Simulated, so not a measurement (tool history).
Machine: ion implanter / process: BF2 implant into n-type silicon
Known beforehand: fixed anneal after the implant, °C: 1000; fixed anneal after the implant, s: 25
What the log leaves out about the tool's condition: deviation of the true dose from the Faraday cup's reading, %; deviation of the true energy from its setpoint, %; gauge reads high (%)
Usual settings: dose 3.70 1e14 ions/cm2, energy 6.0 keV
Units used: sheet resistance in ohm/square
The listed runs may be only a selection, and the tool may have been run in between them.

run,hour,dose,energy,wafers since the last listed run,hours since the last dose calibration,hours since the extraction supply was calibrated,hours since the gauge calibration,"read-back reference wafer on the same gauge, sheet resistance",sheet resistance
1,0.0,3.43,6.0,0,612.3,4545.2,41.8,495.27,457.15
2,8.6,3.70,6.0,126,620.9,4553.8,50.4,495.33,435.93
3,18.6,3.70,6.0,146,630.9,4563.8,60.4,495.21,438.70
4,26.6,3.70,5.5,117,638.9,4571.8,68.4,494.98,450.76
5,37.1,2.93,6.0,153,649.4,4582.3,78.9,495.25,509.49
6,47.6,2.93,6.0,153,659.9,4592.8,89.4,495.17,509.46
7,63.0,3.70,6.0,225,675.3,4608.2,104.8,495.17,437.78
8,74.9,3.70,6.0,174,687.2,4620.1,116.7,494.60,437.38
9,86.0,3.70,6.0,162,698.3,4631.2,127.8,494.64,438.63
10,102.5,3.15,7.5,241,714.8,4647.7,144.3,495.19,451.75
# hour 102.9: gauge calibrated
11,116.0,4.67,5.0,197,728.3,4661.2,13.1,495.49,407.56
# hour 125.1: Faraday cup replaced and dose calibrated
12,127.9,4.67,5.0,57,2.8,4673.1,25.0,495.33,393.01
13,142.4,4.06,5.5,212,17.3,4687.6,39.5,495.07,412.39
# hour 153.2: extraction supply calibrated
14,153.7,4.41,6.0,48,28.6,0.5,50.8,494.72,379.75
15,167.6,3.70,6.0,203,42.5,14.4,64.7,495.26,423.87
16,198.0,4.58,6.0,445,72.9,44.8,95.1,495.04,371.08
17,210.3,3.14,6.0,180,85.2,57.1,107.4,495.27,470.02
18,221.0,3.70,6.0,156,95.9,67.8,118.1,495.03,426.49
# hour 231.1: gauge calibrated
19,234.9,3.70,7.5,203,109.8,81.7,3.8,495.35,393.17

Here are 4 independent what-if runs from the current tool condition. What would each one return?
A,235.3,3.70,6.0,5,110.2,82.1,4.2,?,?
B,235.3,4.64,8.0,5,110.2,82.1,4.2,?,?
C,235.3,3.35,4.5,5,110.2,82.1,4.2,?,?
D,235.3,4.49,7.5,5,110.2,82.1,4.2,?,?

run,"read-back reference wafer on the same gauge, sheet resistance",sheet resistance
A,494.69,424.68
B,494.69,337.05
C,494.69,504.30
D,494.69,350.61
Without the tool's hidden state the same runs would have given:
run,sheet resistance
A,423.50
B,336.20
C,502.86
D,349.71
